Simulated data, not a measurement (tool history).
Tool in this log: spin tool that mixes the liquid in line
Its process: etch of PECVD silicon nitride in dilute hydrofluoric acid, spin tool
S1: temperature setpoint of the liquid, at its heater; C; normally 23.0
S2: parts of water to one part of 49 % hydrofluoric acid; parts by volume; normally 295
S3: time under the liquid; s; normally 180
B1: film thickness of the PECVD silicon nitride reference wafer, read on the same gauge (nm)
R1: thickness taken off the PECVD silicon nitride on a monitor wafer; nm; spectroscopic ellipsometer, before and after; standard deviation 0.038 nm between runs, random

run,hour,S1,S2,S3,B1,R1
1,0.0,23.0,295,140,129.999,0.956
2,29.1,23.0,295,180,130.001,1.169
# hour 49.3: gauge calibrated
3,60.6,23.0,225,125,130.016,1.071
# hour 124.6: thermometer replaced
4,166.8,23.0,225,125,129.993,1.019
5,200.3,23.0,225,125,130.022,0.963
6,228.9,23.0,180,180,130.004,1.708
7,247.5,23.0,180,180,129.987,1.696
8,277.6,23.0,180,180,130.007,1.700
# hour 292.6: thermometer replaced, repeated, since the last time left the tool worse
9,294.0,23.0,295,180,130.008,1.211
10,313.6,23.0,255,70,129.979,0.563
11,408.4,23.0,295,180,129.999,1.236
12,426.3,20.0,180,180,130.012,1.588
13,451.7,26.5,410,245,129.988,1.595
14,466.8,23.0,295,240,129.990,1.679
# hour 477.2: hydrofluoric acid flow meter replaced
15,494.5,23.0,225,125,130.008,1.127
16,527.8,23.0,295,150,129.996,1.021
17,614.5,19.5,295,180,130.008,0.955
18,645.9,23.0,295,180,130.008,1.116
19,659.7,23.0,225,125,129.997,1.109
20,672.4,27.0,425,130,129.989,0.757
21,707.9,19.0,410,115,130.019,0.417
22,727.3,23.0,295,180,129.999,1.143
23,741.1,23.0,215,180,130.020,1.654
24,756.8,18.5,245,180,130.021,1.008
25,841.5,18.5,195,120,130.022,0.861
26,854.4,23.0,295,180,129.992,1.151
27,873.5,23.0,295,180,129.975,1.156
28,892.8,23.0,385,270,129.998,1.352
29,906.0,23.0,295,140,129.998,0.906
# hour 922.1: thermometer replaced
30,932.4,25.0,295,280,130.000,2.253
31,947.5,23.0,160,180,130.015,2.262
32,967.8,18.5,440,230,129.980,0.828

Branching from run 32: 4 alternative next runs. What would each branch give?
A,968.3,23.0,295,85,?,?
B,968.3,23.0,340,180,?,?
C,968.3,23.0,235,115,?,?
D,968.3,23.0,295,280,?,?

run,B1,R1
A,129.997,0.575
B,129.997,1.059
C,129.997,0.972
D,129.997,1.892
What these runs would have given with no unlogged condition in the tool:
run,R1
A,0.598
B,1.101
C,1.012
D,1.969

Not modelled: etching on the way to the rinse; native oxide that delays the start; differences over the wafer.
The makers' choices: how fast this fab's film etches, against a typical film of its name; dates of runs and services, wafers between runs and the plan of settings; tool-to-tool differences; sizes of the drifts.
